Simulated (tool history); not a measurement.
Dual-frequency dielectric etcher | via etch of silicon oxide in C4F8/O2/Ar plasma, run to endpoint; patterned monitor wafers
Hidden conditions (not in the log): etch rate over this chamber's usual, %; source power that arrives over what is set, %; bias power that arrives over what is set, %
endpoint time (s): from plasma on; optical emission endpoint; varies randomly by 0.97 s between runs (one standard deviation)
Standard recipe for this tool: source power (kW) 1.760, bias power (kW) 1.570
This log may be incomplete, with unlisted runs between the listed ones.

run,hour,source power (kW),bias power (kW),wafers since the last listed run,hours since the last wet clean,hours since the last source power generator calibration,hours since the last bias power generator calibration,hours since the last upper electrode change,"incoming incoming film thickness, nm",endpoint time (s)
1,0.0,2.050,1.570,0,172.5,2265.2,3885.3,4671.2,1480.4,285.6
2,35.1,2.050,1.570,179,207.6,2300.3,3920.4,4706.3,1490.5,285.8
3,62.6,2.050,1.570,140,235.1,2327.8,3947.9,4733.8,1471.3,282.9
4,78.1,1.410,1.570,79,250.6,2343.3,3963.4,4749.3,1484.4,354.0
# hour 100.0: bias power generator calibrated
5,100.5,1.760,1.570,94,273.0,2365.7,0.5,4771.7,1485.2,309.4
6,112.3,1.760,1.570,60,284.8,2377.5,12.3,4783.5,1486.5,310.6
7,125.8,1.760,1.570,68,298.3,2391.0,25.8,4797.0,1477.9,308.7
8,145.2,1.760,1.570,99,317.7,2410.4,45.2,4816.4,1478.9,306.7
9,167.3,1.760,1.570,112,339.8,2432.5,67.3,4838.5,1477.1,307.3
10,199.0,1.760,1.570,161,371.5,2464.2,99.0,4870.2,1485.2,307.7
# hour 241.4: wet clean of the chamber
11,241.9,1.760,1.570,96,0.5,2507.1,141.9,4913.1,1477.0,311.8
12,242.3,1.760,1.570,2,0.9,2507.5,142.3,4913.5,1477.5,309.5
13,270.9,1.760,1.570,146,29.5,2536.1,170.9,4942.1,1474.8,308.7
14,304.7,1.760,1.570,172,63.3,2569.9,204.7,4975.9,1471.4,305.7
15,324.9,1.970,1.896,103,83.5,2590.1,224.9,4996.1,1491.0,274.9
16,354.5,1.760,1.429,151,113.1,2619.7,254.5,5025.7,1483.1,317.2
17,375.7,1.320,1.469,108,134.3,2640.9,275.7,5046.9,1484.9,377.5
18,409.1,1.490,1.923,170,167.7,2674.3,309.1,5080.3,1498.8,321.2
19,437.3,1.470,1.325,144,195.9,2702.5,337.3,5108.5,1489.0,361.3
# hour 454.3: source power generator calibrated
20,461.8,1.980,1.737,104,220.4,7.5,361.8,5133.0,1470.6,286.8
21,476.6,1.760,1.570,75,235.2,22.3,376.6,5147.8,1492.2,319.7
22,495.7,1.760,1.570,97,254.3,41.4,395.7,5166.9,1468.2,315.5
# hour 530.3: upper electrode replaced
23,530.8,2.000,1.207,56,289.4,76.5,430.8,0.5,1468.1,317.6
24,543.2,1.760,1.570,63,301.8,88.9,443.2,12.9,1481.9,318.8
25,568.6,2.000,1.359,129,327.2,114.3,468.6,38.3,1484.4,307.1
26,589.8,2.130,1.432,108,348.4,135.5,489.8,59.5,1477.7,292.2
27,622.7,2.070,1.694,168,381.3,168.4,522.7,92.4,1478.5,280.3
# hour 649.1: wet clean of the chamber
28,649.6,1.340,1.719,14,0.5,195.3,549.6,119.3,1487.8,376.1
29,656.6,1.760,1.313,35,7.5,202.3,556.6,126.3,1489.6,346.7
30,674.8,1.930,1.808,92,25.7,220.5,574.8,144.5,1464.9,293.0
31,707.7,1.760,1.570,168,58.6,253.4,607.7,177.4,1474.4,323.8
32,739.0,1.760,1.570,159,89.9,284.7,639.0,208.7,1479.7,323.1
33,751.3,1.540,1.570,62,102.2,297.0,651.3,221.0,1473.6,349.6
34,771.1,2.190,1.930,101,122.0,316.8,671.1,240.8,1469.6,267.9
35,806.5,1.500,1.911,180,157.4,352.2,706.5,276.2,1475.7,333.0
36,829.5,1.760,1.903,117,180.4,375.2,729.5,299.2,1472.7,301.2

Alternative continuations, all from the tool just after run 36; predict every row:
A,830.0,1.760,1.836,2,180.9,375.7,730.0,299.7,1471.3,?
B,830.0,1.490,1.570,2,180.9,375.7,730.0,299.7,1471.3,?
C,830.0,1.340,1.793,2,180.9,375.7,730.0,299.7,1471.3,?

run,endpoint time (s)
A,305.8
B,354.6
C,363.3
With no hidden state in the tool, these same runs would have given:
run,endpoint time (s)
A,306.9
B,355.8
C,364.5

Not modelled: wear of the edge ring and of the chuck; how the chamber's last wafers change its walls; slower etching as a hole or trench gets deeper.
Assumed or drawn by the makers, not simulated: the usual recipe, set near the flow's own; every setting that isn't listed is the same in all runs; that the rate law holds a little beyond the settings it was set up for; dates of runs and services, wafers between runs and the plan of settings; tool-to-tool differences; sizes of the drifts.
